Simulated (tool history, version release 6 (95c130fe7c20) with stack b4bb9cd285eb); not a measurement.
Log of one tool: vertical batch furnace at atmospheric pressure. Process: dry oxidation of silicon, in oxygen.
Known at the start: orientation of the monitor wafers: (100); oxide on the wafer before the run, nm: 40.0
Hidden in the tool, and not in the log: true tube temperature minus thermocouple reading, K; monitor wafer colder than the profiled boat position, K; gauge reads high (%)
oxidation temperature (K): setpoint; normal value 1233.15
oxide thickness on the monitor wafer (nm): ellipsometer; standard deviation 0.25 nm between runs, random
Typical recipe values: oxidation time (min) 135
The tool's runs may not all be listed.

| run | hour | oxidation temperature (K) | oxidation time (min) | wafers since the last listed run | hours since the last temperature calibration | hours since the boat lift was adjusted | hours since the gauge calibration | read-back reference wafer on the same gauge, thickness | oxide thickness on the monitor wafer (nm) |
|---|---|---|---|---|---|---|---|---|---|
| 1 | 0 | 1233.15 | 135 | 0 | 1496.9 | 1757.6 | 613.5 | 85.6 | 87.31 |
| 2 | 207.9 | 1233.15 | 163 | 1851 | 1704.8 | 1965.5 | 821.4 | 85.77 | 96.52 |
| 3 | 250.8 | 1233.15 | 135 | 382 | 1747.7 | 2008.4 | 864.3 | 85.66 | 87.74 |
| 4 | 313.4 | 1233.15 | 135 | 557 | 1810.3 | 2071 | 926.9 | 85.75 | 87.98 |
|  | 369.1 | thermocouples replaced and temperature profile calibrated |
| 5 | 369.6 | 1233.15 | 135 | 286 | 0.5 | 2127.2 | 983.1 | 85.71 | 85.67 |
|  | 377.6 | gauge calibrated |
| 6 | 430.1 | 1233.15 | 184.5 | 538 | 61 | 2187.7 | 52.5 | 85.71 | 100.62 |
| 7 | 461 | 1233.15 | 184.5 | 275 | 91.9 | 2218.6 | 83.4 | 85.68 | 100.63 |
|  | 518.1 | boat lift adjusted |
| 8 | 522.1 | 1233.15 | 184.5 | 330 | 153 | 4 | 144.5 | 85.7 | 99.98 |
| 9 | 600.7 | 1233.15 | 135 | 700 | 231.6 | 82.6 | 223.1 | 85.75 | 86.07 |
| 10 | 633.8 | 1233.15 | 135 | 294 | 264.7 | 115.7 | 256.2 | 85.72 | 85.99 |
| 11 | 670.1 | 1218.15 | 73.5 | 323 | 301 | 152 | 292.5 | 85.8 | 63.03 |
| 12 | 792 | 1257.15 | 110 | 1085 | 422.9 | 273.9 | 414.4 | 85.56 | 87.61 |
| 13 | 844.3 | 1210.15 | 186 | 465 | 475.2 | 326.2 | 466.7 | 85.75 | 88.02 |
| 14 | 884.3 | 1220.15 | 104.5 | 356 | 515.2 | 366.2 | 506.7 | 85.66 | 72.43 |
| 15 | 910.5 | 1225.15 | 168 | 233 | 541.4 | 392.4 | 532.9 | 85.74 | 91.87 |
| 16 | 976.3 | 1220.15 | 104.5 | 586 | 607.2 | 458.2 | 598.7 | 85.66 | 72.23 |
| 17 | 1003.7 | 1244.15 | 77 | 244 | 634.6 | 485.6 | 626.1 | 85.58 | 71.09 |
| 18 | 1069.7 | 1233.15 | 200.5 | 587 | 700.6 | 551.6 | 692.1 | 85.75 | 104.66 |
| 19 | 1104.6 | 1233.15 | 135 | 310 | 735.5 | 586.5 | 727 | 85.59 | 86.16 |
| 20 | 1175.4 | 1233.15 | 135 | 630 | 806.3 | 657.3 | 797.8 | 85.72 | 86.67 |
| 21 | 1226.9 | 1245.15 | 160 | 458 | 857.8 | 708.8 | 849.3 | 85.75 | 99.73 |

Each row is a separate what-if for the run after 21, all from the same tool condition, not one after another. Results?
| A | 1232.6 | 1233.15 | 199 | 50 | 863.5 | 714.5 | 855 | ? | ? |
| B | 1232.6 | 1240.15 | 135 | 50 | 863.5 | 714.5 | 855 | ? | ? |
| C | 1232.6 | 1220.15 | 185 | 50 | 863.5 | 714.5 | 855 | ? | ? |

| run | read-back reference wafer on the same gauge, thickness | oxide thickness on the monitor wafer (nm) |
|---|---|---|
| A | 85.73 | 104.52 |
| B | 85.73 | 89.17 |
| C | 85.73 | 93.4 |
Without the tool's hidden state the same runs would have given:
| run | oxide thickness on the monitor wafer (nm) |
|---|---|
| A | 103.96 |
| B | 88.76 |
| C | 92.85 |
